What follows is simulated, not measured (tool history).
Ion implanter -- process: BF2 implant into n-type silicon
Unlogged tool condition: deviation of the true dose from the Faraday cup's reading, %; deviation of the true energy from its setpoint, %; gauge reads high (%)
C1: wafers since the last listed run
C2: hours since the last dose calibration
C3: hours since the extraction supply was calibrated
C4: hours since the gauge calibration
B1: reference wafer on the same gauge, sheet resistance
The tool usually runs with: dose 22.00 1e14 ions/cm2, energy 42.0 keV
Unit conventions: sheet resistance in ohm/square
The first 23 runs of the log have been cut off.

Run 24, hour 290.1: usual settings but dose 24.30 1e14 ions/cm2, energy 46.5 keV; C1 181; C2 136.0; C3 170.0; C4 130.8; B1 109.99. Result: sheet resistance 97.16 ohm/square.
Run 25, hour 306.7: usual settings but energy 34.5 keV; C1 367; C2 152.6; C3 186.6; C4 147.4; B1 110.00. Result: sheet resistance 114.60 ohm/square.
Run 26, hour 318.6: usual settings; C1 263; C2 164.5; C3 198.5; C4 159.3; B1 109.99. Result: sheet resistance 103.76 ohm/square.
Run 27, hour 336.4: usual settings; C1 393; C2 182.3; C3 216.3; C4 177.1; B1 109.99. Result: sheet resistance 103.67 ohm/square.
Run 28, hour 345.6: usual settings but dose 24.61 1e14 ions/cm2, energy 30.5 keV; C1 203; C2 191.5; C3 225.5; C4 186.3; B1 109.97. Result: sheet resistance 121.66 ohm/square.
Run 29, hour 362.9: usual settings but dose 25.53 1e14 ions/cm2, energy 52.5 keV; C1 382; C2 208.8; C3 242.8; C4 203.6; B1 110.01. Result: sheet resistance 90.14 ohm/square.
Run 30, hour 369.8: usual settings; C1 152; C2 215.7; C3 249.7; C4 210.5; B1 110.01. Result: sheet resistance 103.50 ohm/square.
Run 31, hour 381.3: usual settings but dose 15.96 1e14 ions/cm2, energy 33.5 keV; C1 254; C2 227.2; C3 261.2; C4 222.0; B1 109.99. Result: sheet resistance 121.72 ohm/square.
Run 32, hour 390.1: usual settings but dose 24.70 1e14 ions/cm2, energy 30.0 keV; C1 194; C2 236.0; C3 270.0; C4 230.8; B1 110.05. Result: sheet resistance 122.88 ohm/square.
Run 33, hour 398.5: usual settings; C1 185; C2 244.4; C3 278.4; C4 239.2; B1 109.99. Result: sheet resistance 103.80 ohm/square.
Run 34, hour 411.8: usual settings but dose 24.05 1e14 ions/cm2, energy 51.5 keV; C1 294; C2 257.7; C3 291.7; C4 252.5; B1 109.99. Result: sheet resistance 92.15 ohm/square.
Run 35, hour 424.7: usual settings but dose 27.09 1e14 ions/cm2, energy 32.0 keV; C1 285; C2 270.6; C3 304.6; C4 265.4; B1 110.00. Result: sheet resistance 117.94 ohm/square.
Run 36, hour 458.8: usual settings; C1 754; C2 304.7; C3 338.7; C4 299.5; B1 110.03. Result: sheet resistance 103.58 ohm/square.
Run 37, hour 475.3: usual settings; C1 365; C2 321.2; C3 355.2; C4 316.0; B1 109.99. Result: sheet resistance 103.85 ohm/square.
Run 38, hour 481.8: usual settings but dose 26.27 1e14 ions/cm2, energy 56.0 keV; C1 143; C2 327.7; C3 361.7; C4 322.5; B1 110.00. Result: sheet resistance 86.59 ohm/square.

Forecast each of these 3 alternatives for the next run:
Run A, hour 482.2: usual settings; C1 8; C2 328.1; C3 362.1; C4 322.9; B1 ?. Result: sheet resistance ?.
Run B, hour 482.2: usual settings but dose 20.28 1e14 ions/cm2; C1 8; C2 328.1; C3 362.1; C4 322.9; B1 ?. Result: sheet resistance ?.
Run C, hour 482.2: usual settings but dose 17.25 1e14 ions/cm2, energy 31.5 keV; C1 8; C2 328.1; C3 362.1; C4 322.9; B1 ?. Result: sheet resistance ?.

run      B1  sheet resistance
  A  109.98            103.82
  B  109.98            104.79
  C  109.98            123.59
With no hidden state in the tool, these same runs would have given:
run  sheet resistance
  A            103.82
  B            104.79
  C            123.59

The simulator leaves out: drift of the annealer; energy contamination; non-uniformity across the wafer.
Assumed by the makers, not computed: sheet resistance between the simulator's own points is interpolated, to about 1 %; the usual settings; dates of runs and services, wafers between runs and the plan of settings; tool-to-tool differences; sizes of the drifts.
